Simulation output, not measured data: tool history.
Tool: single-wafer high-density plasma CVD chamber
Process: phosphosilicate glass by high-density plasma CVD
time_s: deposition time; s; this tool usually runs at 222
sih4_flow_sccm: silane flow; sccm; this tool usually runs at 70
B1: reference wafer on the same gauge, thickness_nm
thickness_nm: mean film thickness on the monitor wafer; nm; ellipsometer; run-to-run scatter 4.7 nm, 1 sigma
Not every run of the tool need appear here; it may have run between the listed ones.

Run 1, hour 0.0: usual settings; B1 1519.454. Result: thickness_nm 1624.140 nm.
Run 2, hour 85.6: usual settings but sih4_flow_sccm 65 sccm; B1 1519.618. Result: thickness_nm 1512.077 nm.
Run 3, hour 154.1: usual settings but sih4_flow_sccm 65 sccm; B1 1520.239. Result: thickness_nm 1510.378 nm.
Run 4, hour 208.0: usual settings; B1 1520.142. Result: thickness_nm 1618.845 nm.
Run 5, hour 304.7: usual settings; B1 1520.380. Result: thickness_nm 1623.243 nm.
Run 6, hour 358.1: usual settings; B1 1519.407. Result: thickness_nm 1623.681 nm.
Run 7, hour 406.8: usual settings; B1 1520.851. Result: thickness_nm 1625.197 nm.
Run 8, hour 500.4: usual settings; B1 1518.415. Result: thickness_nm 1622.777 nm.
Run 9, hour 544.8: usual settings; B1 1520.068. Result: thickness_nm 1628.058 nm.
Run 10, hour 644.0: usual settings but time_s 200 s; B1 1520.519. Result: thickness_nm 1469.488 nm.
Run 11, hour 683.0: usual settings but time_s 200 s; B1 1519.812. Result: thickness_nm 1464.244 nm.
Run 12, hour 732.7: usual settings but time_s 199 s; B1 1519.987. Result: thickness_nm 1457.520 nm.
Run 13, hour 784.2: usual settings but time_s 199 s; B1 1519.223. Result: thickness_nm 1460.836 nm.
At hour 982.7: gauge calibrated.
Run 14, hour 985.4: usual settings but time_s 199 s; B1 1518.526. Result: thickness_nm 1454.596 nm.
Run 15, hour 1074.6: usual settings; B1 1520.834. Result: thickness_nm 1623.205 nm.
Run 16, hour 1167.6: usual settings; B1 1519.285. Result: thickness_nm 1618.129 nm.
Run 17, hour 1246.2: usual settings but sih4_flow_sccm 59 sccm; B1 1518.961. Result: thickness_nm 1367.059 nm.
Run 18, hour 1432.4: usual settings but sih4_flow_sccm 59 sccm; B1 1520.334. Result: thickness_nm 1371.226 nm.
Run 19, hour 1515.7: usual settings; B1 1519.206. Result: thickness_nm 1620.256 nm.
Run 20, hour 1604.3: usual settings but time_s 202 s; B1 1521.207. Result: thickness_nm 1473.706 nm.
At hour 1644.6: silane flow controller replaced.
Run 21, hour 1687.9: usual settings but sih4_flow_sccm 73 sccm; B1 1519.706. Result: thickness_nm 1699.799 nm.
Run 22, hour 1963.2: usual settings but sih4_flow_sccm 62 sccm; B1 1518.846. Result: thickness_nm 1443.905 nm.
Run 23, hour 2001.3: usual settings but time_s 254 s; B1 1519.824. Result: thickness_nm 1856.947 nm.
Run 24, hour 2058.2: usual settings but time_s 178 s, sih4_flow_sccm 64 sccm; B1 1520.058. Result: thickness_nm 1187.851 nm.
Run 25, hour 2230.4: usual settings but time_s 245 s; B1 1519.932. Result: thickness_nm 1794.380 nm.
Run 26, hour 2281.2: usual settings but time_s 197 s, sih4_flow_sccm 62 sccm; B1 1518.461. Result: thickness_nm 1279.788 nm.
Run 27, hour 2329.5: usual settings but sih4_flow_sccm 59 sccm; B1 1522.351. Result: thickness_nm 1363.757 nm.
Run 28, hour 2418.5: usual settings; B1 1519.218. Result: thickness_nm 1627.633 nm.
Run 29, hour 2517.5: usual settings; B1 1518.539. Result: thickness_nm 1623.128 nm.
Run 30, hour 2614.2: usual settings but time_s 193 s, sih4_flow_sccm 82 sccm; B1 1519.740. Result: thickness_nm 1649.631 nm.
Run 31, hour 2700.0: usual settings; B1 1520.571. Result: thickness_nm 1621.756 nm.
Run 32, hour 2807.8: usual settings but time_s 251 s, sih4_flow_sccm 74 sccm; B1 1520.254. Result: thickness_nm 1931.304 nm.
Run 33, hour 2908.2: usual settings but sih4_flow_sccm 64 sccm; B1 1517.835. Result: thickness_nm 1488.817 nm.
Run 34, hour 2964.7: usual settings but time_s 193 s, sih4_flow_sccm 82 sccm; B1 1520.380. Result: thickness_nm 1656.057 nm.
Run 35, hour 3014.6: usual settings but sih4_flow_sccm 56 sccm; B1 1520.346. Result: thickness_nm 1302.917 nm.
Run 36, hour 3093.9: usual settings but time_s 251 s, sih4_flow_sccm 60 sccm; B1 1521.263. Result: thickness_nm 1588.057 nm.
Run 37, hour 3189.3: usual settings but sih4_flow_sccm 74 sccm; B1 1520.662. Result: thickness_nm 1720.975 nm.
Run 38, hour 3254.2: usual settings but time_s 193 s, sih4_flow_sccm 81 sccm; B1 1520.373. Result: thickness_nm 1630.380 nm.
Run 39, hour 3299.3: usual settings; B1 1520.669. Result: thickness_nm 1627.274 nm.
Run 40, hour 3347.9: usual settings but time_s 248 s, sih4_flow_sccm 58 sccm; B1 1518.654. Result: thickness_nm 1509.992 nm.
Run 41, hour 3425.7: usual settings but time_s 192 s; B1 1518.364. Result: thickness_nm 1408.170 nm.
Run 42, hour 3524.3: usual settings but time_s 191 s, sih4_flow_sccm 63 sccm; B1 1519.742. Result: thickness_nm 1259.668 nm.
Run 43, hour 3647.6: usual settings but time_s 195 s, sih4_flow_sccm 57 sccm; B1 1518.902. Result: thickness_nm 1163.126 nm.
Run 44, hour 3689.0: usual settings but time_s 243 s, sih4_flow_sccm 57 sccm; B1 1520.637. Result: thickness_nm 1452.088 nm.
At hour 3720.3: silane flow controller replaced.
Run 45, hour 3745.2: usual settings but time_s 245 s, sih4_flow_sccm 60 sccm; B1 1520.445. Result: thickness_nm 1541.010 nm.

State the hidden condition of the tool at each of the runs:
delivered silane flow above the setpoint (%): 0 across all the runs
gauge reads high (%): 0 across all the runs
